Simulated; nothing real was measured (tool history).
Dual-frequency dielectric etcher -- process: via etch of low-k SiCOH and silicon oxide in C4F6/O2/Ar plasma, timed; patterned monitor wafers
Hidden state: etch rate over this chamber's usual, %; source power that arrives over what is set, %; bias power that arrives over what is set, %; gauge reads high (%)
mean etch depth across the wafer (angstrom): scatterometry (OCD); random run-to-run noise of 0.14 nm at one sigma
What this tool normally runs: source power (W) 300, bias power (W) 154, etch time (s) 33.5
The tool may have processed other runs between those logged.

| run | hour | source power (W) | bias power (W) | etch time (s) | wafers since the last listed run | hours since the last wet clean | hours since the last source power generator calibration | hours since the last bias power generator calibration | hours since the last upper electrode change | hours since the gauge calibration | read-back reference wafer on the same gauge, depth_nm | mean etch depth across the wafer (angstrom) |
|---|---|---|---|---|---|---|---|---|---|---|---|---|
| 1 | 0.0 | 300 | 154 | 33.5 | 0 | 526.5 | 2217.3 | 1701.0 | 3469.7 | 1509.7 | 64.8 | 664 |
|  | 36.0 | wet clean of the chamber |
| 2 | 38.5 | 300 | 154 | 33.5 | 117 | 2.5 | 2255.8 | 1739.5 | 3508.2 | 1548.2 | 64.8 | 664 |
| 3 | 99.9 | 300 | 154 | 33.5 | 498 | 63.9 | 2317.2 | 1800.9 | 3569.6 | 1609.6 | 64.9 | 661 |
| 4 | 184.9 | 300 | 154 | 33.5 | 690 | 148.9 | 2402.2 | 1885.9 | 3654.6 | 1694.6 | 64.9 | 664 |
| 5 | 267.7 | 300 | 154 | 33.5 | 672 | 231.7 | 2485.0 | 1968.7 | 3737.4 | 1777.4 | 64.9 | 665 |
| 6 | 318.8 | 300 | 154 | 33.5 | 415 | 282.8 | 2536.1 | 2019.8 | 3788.5 | 1828.5 | 64.9 | 665 |
| 7 | 423.5 | 300 | 154 | 33.5 | 850 | 387.5 | 2640.8 | 2124.5 | 3893.2 | 1933.2 | 64.9 | 666 |
|  | 472.8 | source power generator calibrated |
|  | 511.7 | wet clean of the chamber |
| 8 | 512.2 | 300 | 154 | 33.5 | 493 | 0.5 | 39.4 | 2213.2 | 3981.9 | 2021.9 | 64.9 | 663 |
| 9 | 572.7 | 300 | 154 | 33.5 | 491 | 61.0 | 99.9 | 2273.7 | 4042.4 | 2082.4 | 64.8 | 661 |
| 10 | 665.9 | 300 | 154 | 33.5 | 757 | 154.2 | 193.1 | 2366.9 | 4135.6 | 2175.6 | 64.9 | 661 |
| 11 | 755.7 | 300 | 154 | 33.5 | 729 | 244.0 | 282.9 | 2456.7 | 4225.4 | 2265.4 | 64.9 | 660 |
| 12 | 806.5 | 300 | 154 | 33.5 | 412 | 294.8 | 333.7 | 2507.5 | 4276.2 | 2316.2 | 64.9 | 658 |
|  | 829.9 | bias power generator calibrated |
|  | 1023.1 | wet clean of the chamber |
| 13 | 1047.4 | 300 | 154 | 33.5 | 1730 | 24.3 | 574.6 | 217.5 | 4517.1 | 2557.1 | 64.8 | 656 |
| 14 | 1086.7 | 300 | 154 | 33.5 | 319 | 63.6 | 613.9 | 256.8 | 4556.4 | 2596.4 | 64.9 | 656 |
| 15 | 1154.5 | 360 | 154 | 23.5 | 550 | 131.4 | 681.7 | 324.6 | 4624.2 | 2664.2 | 64.9 | 478 |
|  | 1261.1 | upper electrode replaced |
| 16 | 1261.6 | 330 | 169 | 33.5 | 675 | 238.5 | 788.8 | 431.7 | 0.5 | 2771.3 | 64.9 | 683 |
| 17 | 1339.6 | 250 | 176 | 28.0 | 633 | 316.5 | 866.8 | 509.7 | 78.5 | 2849.3 | 64.8 | 548 |
|  | 1444.6 | wet clean of the chamber |
| 18 | 1445.1 | 300 | 154 | 33.5 | 662 | 0.5 | 972.3 | 615.2 | 184.0 | 2954.8 | 64.9 | 659 |
|  | 1491.6 | gauge calibrated |
| 19 | 1537.7 | 300 | 141 | 37.5 | 752 | 93.1 | 1064.9 | 707.8 | 276.6 | 46.1 | 64.9 | 725 |
| 20 | 1620.6 | 260 | 132 | 43.0 | 673 | 176.0 | 1147.8 | 790.7 | 359.5 | 129.0 | 64.9 | 794 |
| 21 | 1658.9 | 330 | 116 | 27.5 | 311 | 214.3 | 1186.1 | 829.0 | 397.8 | 167.3 | 64.9 | 518 |
| 22 | 1742.6 | 300 | 136 | 33.5 | 680 | 298.0 | 1269.8 | 912.7 | 481.5 | 251.0 | 65.0 | 640 |
| 23 | 1795.1 | 260 | 154 | 33.5 | 426 | 350.5 | 1322.3 | 965.2 | 534.0 | 303.5 | 64.9 | 640 |
| 24 | 1859.4 | 300 | 154 | 33.5 | 522 | 414.8 | 1386.6 | 1029.5 | 598.3 | 367.8 | 64.9 | 659 |
| 25 | 1908.6 | 300 | 154 | 33.5 | 399 | 464.0 | 1435.8 | 1078.7 | 647.5 | 417.0 | 64.9 | 660 |
| 26 | 1979.4 | 340 | 154 | 33.5 | 575 | 534.8 | 1506.6 | 1149.5 | 718.3 | 487.8 | 64.8 | 677 |
|  | 2008.8 | wet clean of the chamber |
| 27 | 2068.4 | 300 | 154 | 33.5 | 528 | 59.6 | 1595.6 | 1238.5 | 807.3 | 576.8 | 64.9 | 661 |
| 28 | 2128.5 | 300 | 154 | 27.0 | 488 | 119.7 | 1655.7 | 1298.6 | 867.4 | 636.9 | 65.0 | 533 |

5 ways to go on from here, each from the tool as it stands after run 28. What would each give?
| A | 2128.9 | 300 | 154 | 33.5 | 3 | 120.1 | 1656.1 | 1299.0 | 867.8 | 637.3 | ? | ? |
| B | 2128.9 | 300 | 119 | 33.5 | 3 | 120.1 | 1656.1 | 1299.0 | 867.8 | 637.3 | ? | ? |
| C | 2128.9 | 230 | 186 | 40.5 | 3 | 120.1 | 1656.1 | 1299.0 | 867.8 | 637.3 | ? | ? |
| D | 2128.9 | 380 | 187 | 33.5 | 3 | 120.1 | 1656.1 | 1299.0 | 867.8 | 637.3 | ? | ? |
| E | 2128.9 | 350 | 166 | 33.5 | 3 | 120.1 | 1656.1 | 1299.0 | 867.8 | 637.3 | ? | ? |

| run | read-back reference wafer on the same gauge, depth_nm | mean etch depth across the wafer (angstrom) |
|---|---|---|
| A | 64.8 | 660 |
| B | 64.8 | 624 |
| C | 64.8 | 796 |
| D | 64.8 | 726 |
| E | 64.8 | 693 |
Stripped of hidden state, with their random variation kept, the same runs would have yielded:
| run | mean etch depth across the wafer (angstrom) |
|---|---|
| A | 651 |
| B | 616 |
| C | 785 |
| D | 716 |
| E | 684 |
